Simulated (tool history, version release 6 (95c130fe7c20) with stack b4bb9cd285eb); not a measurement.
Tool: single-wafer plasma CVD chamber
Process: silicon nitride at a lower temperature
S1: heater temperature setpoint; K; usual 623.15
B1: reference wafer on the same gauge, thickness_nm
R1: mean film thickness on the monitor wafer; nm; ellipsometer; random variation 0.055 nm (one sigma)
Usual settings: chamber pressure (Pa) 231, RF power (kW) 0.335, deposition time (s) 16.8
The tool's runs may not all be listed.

Run 1, hour 0.0: usual settings; B1 20.906. Result: R1 20.710 nm.
Run 2, hour 79.6: usual settings but S1 635.15 K, RF power (kW) 0.370; B1 20.886. Result: R1 21.786 nm.
Run 3, hour 177.5: usual settings but S1 635.15 K, RF power (kW) 0.370; B1 20.886. Result: R1 21.803 nm.
Run 4, hour 278.6: usual settings but S1 635.15 K, RF power (kW) 0.370; B1 20.900. Result: R1 21.862 nm.
Run 5, hour 330.0: usual settings but chamber pressure (Pa) 209; B1 20.895. Result: R1 19.760 nm.
At hour 393.5: thermocouple changed; heater temperature recalibrated.
Run 6, hour 395.1: usual settings but chamber pressure (Pa) 209; B1 20.906. Result: R1 19.711 nm.
At hour 422.4: RF generator calibrated.
At hour 452.6: showerhead replaced.
Run 7, hour 492.1: usual settings but chamber pressure (Pa) 209; B1 20.901. Result: R1 20.301 nm.
Run 8, hour 529.0: usual settings; B1 20.892. Result: R1 20.911 nm.
Run 9, hour 635.7: usual settings; B1 20.888. Result: R1 20.935 nm.
Run 10, hour 685.1: usual settings but chamber pressure (Pa) 195; B1 20.891. Result: R1 19.668 nm.
Run 11, hour 776.5: usual settings but chamber pressure (Pa) 195; B1 20.914. Result: R1 19.763 nm.
Run 12, hour 821.0: usual settings; B1 20.902. Result: R1 20.762 nm.
Run 13, hour 928.0: usual settings but chamber pressure (Pa) 269, deposition time (s) 15.0; B1 20.889. Result: R1 19.488 nm.
Run 14, hour 997.2: usual settings but S1 613.15 K, chamber pressure (Pa) 255, RF power (kW) 0.295, deposition time (s) 15.6; B1 20.898. Result: R1 18.305 nm.
Run 15, hour 1069.0: usual settings but S1 635.15 K, RF power (kW) 0.370; B1 20.901. Result: R1 21.879 nm.
At hour 1087.3: capacitance manometer re-zeroed and calibrated.
Run 16, hour 1129.6: usual settings but RF power (kW) 0.390, deposition time (s) 15.7; B1 20.903. Result: R1 21.883 nm.
Run 17, hour 1195.4: usual settings; B1 20.918. Result: R1 21.252 nm.
Run 18, hour 1251.9: usual settings but S1 609.15 K, chamber pressure (Pa) 176, RF power (kW) 0.365, deposition time (s) 19.5; B1 20.893. Result: R1 23.725 nm.
Run 19, hour 1292.2: usual settings but chamber pressure (Pa) 256, RF power (kW) 0.300; B1 20.903. Result: R1 20.270 nm.

Run 20 comes next. What will it give?
Run 20, hour 1378.1: usual settings but RF power (kW) 0.280; B1 ?. Result: R1 ?.

B1: 20.908
R1: 18.688 nm
Without the tool's hidden state the same run would have given R1 18.895 nm.
